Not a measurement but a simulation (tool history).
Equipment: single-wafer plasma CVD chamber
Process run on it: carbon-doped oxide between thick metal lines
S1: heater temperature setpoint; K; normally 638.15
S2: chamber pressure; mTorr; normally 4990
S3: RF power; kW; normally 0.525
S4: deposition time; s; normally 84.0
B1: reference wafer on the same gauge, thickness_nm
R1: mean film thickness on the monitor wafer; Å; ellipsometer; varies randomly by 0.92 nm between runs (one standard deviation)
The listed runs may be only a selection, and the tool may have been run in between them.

Run 1, hour 0.0: usual settings but S3 0.465 kW; B1 338.009. Result: R1 3546.36 Å.
Run 2, hour 32.1: usual settings but S3 0.465 kW; B1 337.865. Result: R1 3551.83 Å.
Run 3, hour 51.4: usual settings; B1 337.937. Result: R1 3741.33 Å.
Run 4, hour 83.5: usual settings; B1 338.005. Result: R1 3753.84 Å.
Run 5, hour 118.0: usual settings but S3 0.605 kW; B1 337.768. Result: R1 4035.13 Å.
Run 6, hour 148.7: usual settings but S3 0.605 kW; B1 337.983. Result: R1 4047.63 Å.
At hour 181.5: gauge calibrated.
At hour 187.9: showerhead replaced.
Run 7, hour 188.4: usual settings but S3 0.605 kW; B1 338.037. Result: R1 4028.52 Å.
At hour 209.0: RF generator calibrated.
Run 8, hour 209.5: usual settings but S1 644.15 K; B1 338.072. Result: R1 3709.08 Å.
Run 9, hour 225.4: usual settings but S3 0.500 kW, S4 74.3 s; B1 338.117. Result: R1 3250.19 Å.
Run 10, hour 254.3: usual settings but S3 0.500 kW, S4 74.3 s; B1 337.876. Result: R1 3246.27 Å.
Run 11, hour 283.0: usual settings but S2 4470 mTorr, S3 0.600 kW, S4 76.4 s; B1 337.990. Result: R1 3604.44 Å.
At hour 312.6: thermocouple changed; heater temperature recalibrated.
Run 12, hour 313.1: usual settings but S4 97.0 s; B1 338.128. Result: R1 4339.55 Å.
Run 13, hour 333.2: usual settings; B1 338.253. Result: R1 3750.44 Å.
At hour 346.3: capacitance manometer re-zeroed and calibrated.
Run 14, hour 359.7: usual settings; B1 338.016. Result: R1 3765.08 Å.
Run 15, hour 395.2: usual settings; B1 337.969. Result: R1 3759.23 Å.
Run 16, hour 414.1: usual settings but S2 5970 mTorr; B1 338.071. Result: R1 3842.24 Å.

Run 17 comes next. What will it give?
Run 17, hour 428.5: usual settings but S1 629.15 K, S2 3850 mTorr, S3 0.560 kW, S4 71.1 s; B1 ?. Result: R1 ?.

Run 17 gave B1 337.878, R1 3268.32 Å.
With no hidden state in the tool, this same run would have given R1 3268.32 Å.
